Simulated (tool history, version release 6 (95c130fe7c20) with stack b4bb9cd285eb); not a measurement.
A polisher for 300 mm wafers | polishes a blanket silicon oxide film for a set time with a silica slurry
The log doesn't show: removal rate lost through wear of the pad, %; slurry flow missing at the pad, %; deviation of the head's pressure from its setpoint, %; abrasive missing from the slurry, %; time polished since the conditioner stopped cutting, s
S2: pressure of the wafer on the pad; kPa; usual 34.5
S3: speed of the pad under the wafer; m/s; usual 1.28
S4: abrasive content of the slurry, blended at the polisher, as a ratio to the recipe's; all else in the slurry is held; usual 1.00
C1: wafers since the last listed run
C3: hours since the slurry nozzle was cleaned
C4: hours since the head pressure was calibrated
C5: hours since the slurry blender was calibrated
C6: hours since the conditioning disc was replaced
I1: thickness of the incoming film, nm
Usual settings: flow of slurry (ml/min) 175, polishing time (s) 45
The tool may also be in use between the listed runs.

Run 1, day 0.000: usual settings; C1 0; wafers polished on this pad 646; C3 674.5; C4 896.8; C5 112.7; C6 575.4; I1 1449.1. Result: film removed (Å) 2423.
Run 2, day 0.375: usual settings; C1 72; wafers polished on this pad 718; C3 683.5; C4 905.8; C5 121.7; C6 584.4; I1 1454.1. Result: film removed (Å) 2375.
Run 3, day 1.054: usual settings; C1 130; wafers polished on this pad 849; C3 699.8; C4 922.1; C5 138.0; C6 600.7; I1 1473.5. Result: film removed (Å) 2420.
At day 1.629: worn pad replaced by a new one.
Run 4, day 1.650: usual settings; C1 82; wafers polished on this pad 4; C3 714.1; C4 936.4; C5 152.3; C6 615.0; I1 1458.0. Result: film removed (Å) 2401.
At day 2.017: slurry blender recalibrated.
Run 5, day 2.038: usual settings but S3 1.58 m/s; C1 58; wafers polished on this pad 62; C3 723.4; C4 945.7; C5 0.5; C6 624.3; I1 1435.8. Result: film removed (Å) 2842.
At day 2.183: conditioning disc replaced and pad reconditioned.
Run 6, day 2.196: usual settings; C1 14; wafers polished on this pad 77; C3 727.2; C4 949.5; C5 4.3; C6 0.3; I1 1438.3. Result: film removed (Å) 2423.
Run 7, day 2.879: usual settings; C1 131; wafers polished on this pad 208; C3 743.6; C4 965.9; C5 20.7; C6 16.7; I1 1435.6. Result: film removed (Å) 2348.
Run 8, day 3.417: usual settings; C1 103; wafers polished on this pad 312; C3 756.5; C4 978.8; C5 33.6; C6 29.6; I1 1452.6. Result: film removed (Å) 2409.
Run 9, day 3.938: usual settings; C1 100; wafers polished on this pad 412; C3 769.0; C4 991.3; C5 46.1; C6 42.1; I1 1451.3. Result: film removed (Å) 2442.
At day 4.354: slurry nozzle cleaned.
Run 10, day 4.625: usual settings but flow of slurry (ml/min) 225, S3 1.40 m/s, S4 0.70, polishing time (s) 56; C1 124; wafers polished on this pad 536; C3 6.5; C4 1007.8; C5 62.6; C6 58.6; I1 1453.5. Result: film removed (Å) 3009.
Run 11, day 5.046: usual settings; C1 81; wafers polished on this pad 617; C3 16.6; C4 1017.9; C5 72.7; C6 68.7; I1 1451.5. Result: film removed (Å) 2405.
Run 12, day 5.342: usual settings but polishing time (s) 39; C1 56; wafers polished on this pad 674; C3 23.7; C4 1025.0; C5 79.8; C6 75.8; I1 1465.5. Result: film removed (Å) 2108.
Run 13, day 5.738: usual settings but S2 44.1 kPa; C1 76; wafers polished on this pad 750; C3 33.2; C4 1034.5; C5 89.3; C6 85.3; I1 1453.1. Result: film removed (Å) 3053.
Run 14, day 6.000: usual settings but flow of slurry (ml/min) 195, S2 45.5 kPa, polishing time (s) 60; C1 50; wafers polished on this pad 801; C3 39.5; C4 1040.8; C5 95.6; C6 91.6; I1 1430.6. Result: film removed (Å) 4257.
Run 15, day 6.679: usual settings but S3 1.54 m/s, S4 0.85, polishing time (s) 39; C1 130; wafers polished on this pad 932; C3 55.8; C4 1057.1; C5 111.9; C6 107.9; I1 1455.8. Result: film removed (Å) 2318.
At day 7.217: worn pad replaced by a new one.
Run 16, day 7.238: usual settings but flow of slurry (ml/min) 150; C1 75; wafers polished on this pad 4; C3 69.2; C4 1070.5; C5 125.3; C6 121.3; I1 1446.9. Result: film removed (Å) 2317.
Run 17, day 7.742: usual settings but polishing time (s) 41; C1 97; wafers polished on this pad 101; C3 81.3; C4 1082.6; C5 137.4; C6 133.4; I1 1469.9. Result: film removed (Å) 2182.
At day 7.888: head pressure recalibrated.
Run 18, day 8.396: usual settings; C1 109; wafers polished on this pad 211; C3 97.0; C4 12.2; C5 153.1; C6 149.1; I1 1438.5. Result: film removed (Å) 2471.
At day 8.879: slurry blender recalibrated.
Run 19, day 8.900: usual settings; C1 81; wafers polished on this pad 292; C3 109.1; C4 24.3; C5 0.5; C6 161.2; I1 1454.7. Result: film removed (Å) 2438.
Run 20, day 9.108: usual settings but S2 44.1 kPa; C1 40; wafers polished on this pad 332; C3 114.1; C4 29.3; C5 5.5; C6 166.2; I1 1426.3. Result: film removed (Å) 3040.
Run 21, day 9.521: usual settings but polishing time (s) 35; C1 79; wafers polished on this pad 411; C3 124.0; C4 39.2; C5 15.4; C6 176.1; I1 1446.8. Result: film removed (Å) 1878.
Run 22, day 10.021: usual settings but flow of slurry (ml/min) 130, S2 44.8 kPa, S4 0.70; C1 96; wafers polished on this pad 508; C3 136.0; C4 51.2; C5 27.4; C6 188.1; I1 1449.7. Result: film removed (Å) 2665.
Run 23, day 10.642: usual settings but polishing time (s) 35; C1 119; wafers polished on this pad 627; C3 150.9; C4 66.1; C5 42.3; C6 203.0; I1 1451.5. Result: film removed (Å) 1885.
Run 24, day 11.229: usual settings but S2 42.1 kPa; C1 113; wafers polished on this pad 740; C3 165.0; C4 80.2; C5 56.4; C6 217.1; I1 1466.3. Result: film removed (Å) 2886.
Run 25, day 11.792: usual settings but flow of slurry (ml/min) 195, S2 45.5 kPa, polishing time (s) 60; C1 108; wafers polished on this pad 849; C3 178.5; C4 93.7; C5 69.9; C6 230.6; I1 1436.5. Result: film removed (Å) 4157.
Run 26, day 12.175: usual settings but flow of slurry (ml/min) 215, polishing time (s) 55; C1 73; wafers polished on this pad 922; C3 187.7; C4 102.9; C5 79.1; C6 239.8; I1 1456.3. Result: film removed (Å) 3072.

4 ways to go on from here, each from the tool as it stands after run 26. What would each give?
Run A, day 12.192: usual settings but polishing time (s) 30; C1 3; wafers polished on this pad 926; C3 188.1; C4 103.3; C5 79.5; C6 240.2; I1 1430.0. Result: film removed (Å) ?.
Run B, day 12.192: usual settings but S2 38.6 kPa; C1 3; wafers polished on this pad 926; C3 188.1; C4 103.3; C5 79.5; C6 240.2; I1 1430.0. Result: film removed (Å) ?.
Run C, day 12.192: usual settings but flow of slurry (ml/min) 220, S2 38.6 kPa, S4 0.75, polishing time (s) 52; C1 3; wafers polished on this pad 926; C3 188.1; C4 103.3; C5 79.5; C6 240.2; I1 1430.0. Result: film removed (Å) ?.
Run D, day 12.192: usual settings but flow of slurry (ml/min) 155, S2 29.6 kPa, S3 1.64 m/s; C1 3; wafers polished on this pad 926; C3 188.1; C4 103.3; C5 79.5; C6 240.2; I1 1430.0. Result: film removed (Å) ?.

run  film removed (Å)
  A              1581
  B              2633
  C              2891
  D              2474
Without the tool's hidden state the same runs would have given:
run  film removed (Å)
  A              1581
  B              2633
  C              2891
  D              2474
